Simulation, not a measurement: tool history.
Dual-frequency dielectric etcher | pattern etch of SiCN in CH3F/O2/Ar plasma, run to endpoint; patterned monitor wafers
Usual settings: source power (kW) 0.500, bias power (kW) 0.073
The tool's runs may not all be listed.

run	hour	source power (kW)	bias power (kW)	incoming incoming film thickness, nm	endpoint time (s)
1	0.0	0.500	0.073	10.11	24.3
2	50.1	0.500	0.073	10.10	24.3
3	115.6	0.500	0.073	10.02	24.0
4	168.7	0.500	0.073	10.12	24.4
5	209.0	0.500	0.073	10.14	24.4
6	258.5	0.500	0.073	10.10	24.2
7	312.8	0.500	0.073	10.04	24.2
8	366.2	0.500	0.073	10.25	24.9
9	405.1	0.500	0.073	10.11	24.5
10	469.8	0.500	0.073	10.11	24.2
11	509.6	0.550	0.061	10.19	26.1
12	549.4	0.550	0.061	10.18	26.1
13	577.7	0.500	0.073	10.08	24.3
14	618.3	0.600	0.064	10.10	25.0
15	667.1	0.570	0.080	10.10	22.8
16	734.4	0.400	0.087	10.11	23.6
17	774.3	0.580	0.073	10.07	23.6
18	820.2	0.390	0.073	10.04	25.5
19	884.6	0.450	0.064	10.04	26.6
20	937.6	0.500	0.084	10.06	22.8
21	995.3	0.500	0.073	10.18	24.6
22	1047.9	0.580	0.073	10.09	23.7
23	1089.1	0.550	0.088	10.06	21.9
24	1150.8	0.400	0.081	10.12	24.6
25	1193.9	0.590	0.073	10.09	23.6
26	1221.1	0.600	0.086	10.07	21.8
27	1292.3	0.500	0.073	10.12	24.8
28	1344.6	0.600	0.088	10.07	21.2
29	1376.3	0.500	0.060	10.13	26.5
30	1443.5	0.430	0.067	10.16	26.0
31	1514.1	0.500	0.062	10.12	26.2
32	1572.7	0.570	0.081	10.11	22.2
33	1643.0	0.540	0.073	10.14	23.7
34	1774.8	0.560	0.056	10.04	26.4
35	1799.6	0.620	0.082	10.16	21.9
36	1919.8	0.620	0.073	10.06	22.9

Taken out of this log: 6 entries between the listed runs. Where each belongs, and how the hidden state differs across it:
Between runs 5 and 6: source power generator calibrated (hour 232.4)
  bias power that arrives over what is set, %: -1.77 -> -1.89
  measured less the result without the state, endpoint time (s): +0.2 -> +0.2
Between runs 11 and 12: wet clean of the chamber (hour 548.9)
  bias power that arrives over what is set, %: -2.53 -> -2.63
  measured less the result without the state, endpoint time (s): +0.3 -> +0.3
Between runs 18 and 19: upper electrode replaced (hour 876.6)
  bias power that arrives over what is set, %: -3.42 -> -3.62
  measured less the result without the state, endpoint time (s): +0.4 -> +0.4
Between runs 21 and 22: wet clean of the chamber (hour 1029.4)
  bias power that arrives over what is set, %: -3.97 -> -4.15
  measured less the result without the state, endpoint time (s): +0.4 -> +0.4
Between runs 27 and 28: bias power generator calibrated (hour 1327.8)
  bias power that arrives over what is set, %: -5 -> 0.0888
  measured less the result without the state, endpoint time (s): +0.6 -> +0.0
Between runs 31 and 32: wet clean of the chamber (hour 1558.7)
  bias power that arrives over what is set, %: 0.068 -> 0.0527
  measured less the result without the state, endpoint time (s): +0.0 -> +0.0
